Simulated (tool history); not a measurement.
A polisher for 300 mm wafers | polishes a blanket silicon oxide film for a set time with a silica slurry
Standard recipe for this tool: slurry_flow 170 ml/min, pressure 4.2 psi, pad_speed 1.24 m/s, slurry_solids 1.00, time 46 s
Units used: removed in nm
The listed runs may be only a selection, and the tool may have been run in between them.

run   hour  slurry_flow  pressure  pad_speed  slurry_solids  time  incoming thickness of the incoming film, nm  removed
  1    0.0          170       4.2       1.24           1.00    46                                       1863.6    189.2
       3.0  -- worn pad replaced by a new one
  2   20.0          170       4.2       1.24           1.00    46                                       1871.5    191.0
  3   34.8          170       4.2       1.24           1.00    46                                       1911.0    189.9
  4   98.7          170       4.2       1.48           1.00    46                                       1906.5    217.4
     124.0  -- worn pad replaced by a new one
  5  124.5          170       4.2       1.48           1.00    46                                       1842.2    215.4
  6  146.0          170       4.2       1.24           1.00    46                                       1863.4    191.2
     149.9  -- slurry blender recalibrated
  7  165.3          170       4.2       1.24           1.00    46                                       1891.4    192.5
  8  191.6          170       4.2       1.24           1.00    46                                       1868.4    192.0
  9  207.9          170       4.2       1.24           1.00    46                                       1865.6    187.8
     225.2  -- conditioning disc replaced and pad reconditioned
     227.6  -- worn pad replaced by a new one
 10  233.8          170       4.2       1.24           1.00    46                                       1891.4    185.5
 11  247.2          170       4.2       1.24           1.00    46                                       1882.5    188.9
 12  280.4          170       4.2       1.24           1.00    46                                       1887.0    187.5
 13  310.9          155       3.7       1.24           1.00    46                                       1869.3    167.9
     328.6  -- slurry nozzle cleaned
 14  329.1          210       3.1       1.24           1.00    51                                       1872.5    184.6
     334.6  -- worn pad replaced by a new one
     338.4  -- slurry blender recalibrated
 15  361.3          220       3.0       1.24           1.00    46                                       1906.9    164.6
 16  382.6          205       4.2       1.24           1.00    46                                       1877.0    194.3
 17  418.5          220       4.6       1.64           1.00    58                                       1895.8    324.6
     429.3  -- head pressure recalibrated
 18  441.1          170       2.9       0.80           1.25    54                                       1875.0    131.8
     449.5  -- worn pad replaced by a new one
 19  454.3          170       4.2       1.24           1.00    46                                       1860.8    179.2
 20  480.6          210       3.1       1.24           1.00    51                                       1891.0    172.0
 21  509.7          170       4.2       1.24           1.00    46                                       1856.8    179.7
     526.8  -- slurry blender recalibrated
 22  531.3          170       4.2       1.24           1.00    46                                       1875.8    176.1
     556.5  -- worn pad replaced by a new one
 23  560.8          170       4.2       1.60           1.00    46                                       1885.3    219.2
 24  580.5          170       4.2       1.24           1.00    61                                       1914.4    238.7

Here are 3 independent what-if runs from the current tool condition. What would each one return?
  A  580.9          170       2.8       1.24           1.00    46                                       1888.0        ?
  B  580.9          125       3.0       1.24           0.70    46                                       1888.0        ?
  C  580.9          130       4.2       1.04           1.25    46                                       1888.0        ?

run  removed
  A    147.7
  B    121.1
  C    169.7
Had the tool no hidden state, the same runs would have come out as:
run  removed
  A    142.7
  B    117.0
  C    164.0
